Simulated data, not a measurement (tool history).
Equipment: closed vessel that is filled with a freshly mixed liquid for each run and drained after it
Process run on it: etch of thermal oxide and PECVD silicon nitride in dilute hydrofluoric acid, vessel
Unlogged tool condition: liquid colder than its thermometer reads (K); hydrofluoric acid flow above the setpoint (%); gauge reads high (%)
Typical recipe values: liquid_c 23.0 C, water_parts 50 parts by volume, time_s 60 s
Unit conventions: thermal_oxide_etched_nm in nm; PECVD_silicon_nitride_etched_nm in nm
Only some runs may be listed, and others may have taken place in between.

run	day	liquid_c	water_parts	time_s	wafers since the last listed run	hours since the thermometer was replaced	hours since the hydrofluoric acid flow meter was replaced	hours since the gauge calibration	read-back film thickness of the thermal oxide reference wafer, read on the same gauge (nm)	read-back film thickness of the PECVD silicon nitride reference wafer, read on the same gauge (nm)	thermal_oxide_etched_nm	PECVD_silicon_nitride_etched_nm
1	0.000	20.0	65	60	0	1743.6	1258.2	69.9	70.00	109.978	3.37	1.872
2	7.521	20.0	65	60	14228	1924.1	1438.7	250.4	70.01	109.979	3.32	1.905
3	11.779	24.5	50	75	8056	2026.3	1540.9	352.6	70.01	109.995	6.59	4.131
4	13.612	23.0	75	60	3468	2070.3	1584.9	396.6	69.99	110.024	3.26	2.001
5	15.342	26.5	65	35	3271	2111.8	1626.4	438.1	70.02	109.995	2.55	1.680
6	18.800	23.0	35	45	6542	2194.8	1709.4	521.1	70.00	110.006	5.44	3.115
7	23.117	20.0	25	60	8166	2298.4	1813.0	624.7	70.01	110.048	9.17	4.638
8	25.700	19.0	25	95	4887	2360.4	1875.0	686.7	69.97	110.023	13.74	6.846
9	29.492	21.0	70	30	7173	2451.4	1966.0	777.7	70.03	110.011	1.59	0.912
10	32.262	20.5	50	70	5241	2517.9	2032.5	844.2	70.01	109.944	5.18	2.884
# day 36.292: hydrofluoric acid flow meter replaced
11	36.329	23.0	50	60	7614	2615.5	0.9	941.8	70.00	109.973	4.98	2.913
12	38.467	21.5	50	45	4043	2666.8	52.2	993.1	70.00	110.034	3.49	1.972
13	40.462	24.5	35	60	3775	2714.7	100.1	1041.0	70.02	110.031	7.72	4.485
# day 40.708: thermometer replaced
14	51.879	18.0	65	45	21519	268.1	374.1	1315.0	69.99	109.990	2.42	1.293
15	55.046	25.0	75	75	5990	344.1	450.1	1391.0	70.00	109.986	4.59	3.057
16	57.212	24.5	30	60	4098	396.1	502.1	1443.0	69.97	110.020	9.47	5.807
17	58.979	23.0	50	60	3342	438.5	544.5	1485.4	70.03	109.979	5.17	3.144
18	61.125	23.0	65	60	4059	490.0	596.0	1536.9	70.00	110.037	3.94	2.440
19	63.200	20.5	70	80	3925	539.8	645.8	1586.7	69.99	110.016	4.39	2.533
20	66.667	19.5	50	95	6558	623.0	729.0	1669.9	70.00	109.968	7.06	3.864
21	69.112	23.0	35	60	4627	681.7	787.7	1728.6	69.99	110.054	7.45	4.415
22	71.712	23.0	50	60	4918	744.1	850.1	1791.0	69.96	110.056	5.18	3.141
23	73.717	27.0	50	35	3791	792.2	898.2	1839.1	70.00	110.012	3.59	2.357
24	76.217	24.5	25	60	4729	852.2	958.2	1899.1	70.00	110.020	11.32	6.770
25	78.646	23.0	50	60	4595	910.5	1016.5	1957.4	70.01	110.025	5.16	3.093
26	82.771	23.0	50	60	7803	1009.5	1115.5	2056.4	70.00	110.032	5.10	3.089
27	84.688	20.5	35	35	3625	1055.5	1161.5	2102.4	69.99	110.014	3.90	2.150

Each row is a separate what-if for the run after 27, all from the same tool condition, not one after another. Results?
A	84.717	23.0	50	60	55	1056.2	1162.2	2103.1	?	?	?	?
B	84.717	19.0	35	60	55	1056.2	1162.2	2103.1	?	?	?	?
C	84.717	23.0	60	60	55	1056.2	1162.2	2103.1	?	?	?	?

run	read-back film thickness of the thermal oxide reference wafer, read on the same gauge (nm)	read-back film thickness of the PECVD silicon nitride reference wafer, read on the same gauge (nm)	thermal_oxide_etched_nm	PECVD_silicon_nitride_etched_nm
A	70.00	109.964	5.08	3.062
B	70.00	109.964	6.23	3.276
C	70.00	109.964	4.18	2.562
Had the tool no hidden state, the same runs would have come out as:
run	thermal_oxide_etched_nm	PECVD_silicon_nitride_etched_nm
A	5.25	3.229
B	6.45	3.462
C	4.32	2.702
